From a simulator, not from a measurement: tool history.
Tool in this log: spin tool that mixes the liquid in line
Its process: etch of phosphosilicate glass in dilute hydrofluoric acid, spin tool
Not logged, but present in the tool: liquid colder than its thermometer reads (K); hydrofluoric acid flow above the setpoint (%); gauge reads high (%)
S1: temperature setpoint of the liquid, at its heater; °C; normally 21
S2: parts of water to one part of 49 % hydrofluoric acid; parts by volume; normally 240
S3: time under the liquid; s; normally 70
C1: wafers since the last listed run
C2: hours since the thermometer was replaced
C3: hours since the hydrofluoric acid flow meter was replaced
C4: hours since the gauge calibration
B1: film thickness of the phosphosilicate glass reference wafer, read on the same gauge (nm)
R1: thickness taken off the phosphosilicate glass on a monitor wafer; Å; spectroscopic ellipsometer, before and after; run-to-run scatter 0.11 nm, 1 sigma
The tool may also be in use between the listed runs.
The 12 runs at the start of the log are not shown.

run,hour,S1,S2,S3,C1,C2,C3,C4,B1,R1
13,171.6,21,300,70,120,560.9,2056.3,351.5,100,169.7
14,181.9,21,240,70,107,571.2,2066.6,361.8,100.01,223.7
# hour 185.6: hydrofluoric acid flow meter replaced
15,193.2,21,240,70,107,582.5,7.6,373.1,100.01,191.9
# hour 209: gauge calibrated
16,210.2,18.5,240,70,176,599.5,24.6,1.2,100,175.4
17,225,19.5,240,35,153,614.3,39.4,16,100.02,91.4
18,240.6,17.5,165,70,162,629.9,55,31.6,100,261.4
19,247.2,21,240,70,68,636.5,61.6,38.2,100.01,193.4
20,259.7,17.5,165,70,129,649,74.1,50.7,99.99,264.2
# hour 266.8: thermometer replaced
21,271.8,23.5,285,70,115,5,86.2,62.8,100,169.9
22,282.3,19.5,240,35,109,15.5,96.7,73.3,100,91.5
23,293.6,21,305,70,117,26.8,108,84.6,100,143.5
24,305,25.5,180,35,118,38.2,119.4,96,100.01,162.9
25,311.9,25,340,70,71,45.1,126.3,102.9,100,144.1
26,328.7,18,285,70,174,61.9,143.1,119.7,99.99,139.8
27,342.5,17,345,100,143,75.7,156.9,133.5,100.01,152.2
28,357.8,23,145,100,159,91,172.2,148.8,100,549.5
29,374.1,23,305,35,169,107.3,188.5,165.1,100.01,77.5
30,410.3,19,240,85,376,143.5,224.7,201.3,99.99,218.6
31,420.8,19.5,345,45,109,154,235.2,211.8,99.99,75.2
32,435.7,23,315,70,154,168.9,250.1,226.7,100.01,150.1
33,442.4,21,165,70,69,175.6,256.8,233.4,100,305.5

Forecast each of these 3 alternatives for the next run:
A,442.8,25.5,240,70,4,176,257.2,233.8,?,?
B,442.8,18.5,300,60,4,176,257.2,233.8,?,?
C,442.8,22.5,240,70,4,176,257.2,233.8,?,?

run,B1,R1
A,99.99,231.5
B,99.99,116.3
C,99.99,207.7
The same runs, with their run-to-run variation unchanged, on a tool lacking any hidden condition would have given:
run,R1
A,222.5
B,111.8
C,199.7

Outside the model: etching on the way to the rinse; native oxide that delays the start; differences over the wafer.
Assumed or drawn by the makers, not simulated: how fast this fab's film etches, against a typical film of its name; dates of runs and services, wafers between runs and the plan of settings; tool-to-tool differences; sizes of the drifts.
